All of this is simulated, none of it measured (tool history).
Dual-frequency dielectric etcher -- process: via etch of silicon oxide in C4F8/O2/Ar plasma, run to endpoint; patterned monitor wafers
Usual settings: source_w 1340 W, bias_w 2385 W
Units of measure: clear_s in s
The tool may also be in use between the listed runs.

run,hour,source_w,bias_w,"incoming incoming film thickness, nm",clear_s
1,0,1340,2385,801.5,172
2,6.5,1340,2385,803.9,171.1
3,13.6,1220,2604,806.2,171.2
4,21.7,1220,2604,803.5,169.5
5,31.5,1340,2385,803.2,170.3
6,38.5,1340,2385,805.7,171.6
# hour 44: source power generator calibrated
# hour 67.6: upper electrode replaced, of another model than before
7,68.1,1220,2189,798.1,186
8,68.4,1340,2516,800.1,168.6
9,80.6,1340,2516,802.3,169.6
10,89.8,1340,2385,802,169.8
11,107.2,1340,2385,809.3,171.2
12,113.6,1420,2385,812.7,167.4
13,121.7,1420,2385,808.9,165
14,137.2,1340,2385,805.6,171.1
15,144.3,1580,2147,796.7,155.7
# hour 173.9: wet clean of the chamber
16,174.4,1620,2192,804.6,162.5
17,179.1,1340,2784,804.1,172.4
18,186.8,1630,2199,802.9,160.1
19,194.7,1010,2180,805.6,226.7
# hour 203.8: bias power generator calibrated
20,212.1,1340,2385,803.9,179
21,227.1,1340,2385,806.5,178.8
22,235.4,1230,2821,801.6,180.5
23,246,1010,2872,805.6,210.5
24,259.6,1620,2122,811.4,163.8
25,268.9,1530,2620,803.2,160.4
26,284.7,1660,1840,802.6,164.9
27,302.1,1100,2159,810.4,211.2

What will run 28 give?
28,318.2,1590,2572,802.7,?

clear_s: 156.3 s
Take away the tool's hidden state, keep the run-to-run variation as it was, and the same run would have given clear_s 157.2 s.

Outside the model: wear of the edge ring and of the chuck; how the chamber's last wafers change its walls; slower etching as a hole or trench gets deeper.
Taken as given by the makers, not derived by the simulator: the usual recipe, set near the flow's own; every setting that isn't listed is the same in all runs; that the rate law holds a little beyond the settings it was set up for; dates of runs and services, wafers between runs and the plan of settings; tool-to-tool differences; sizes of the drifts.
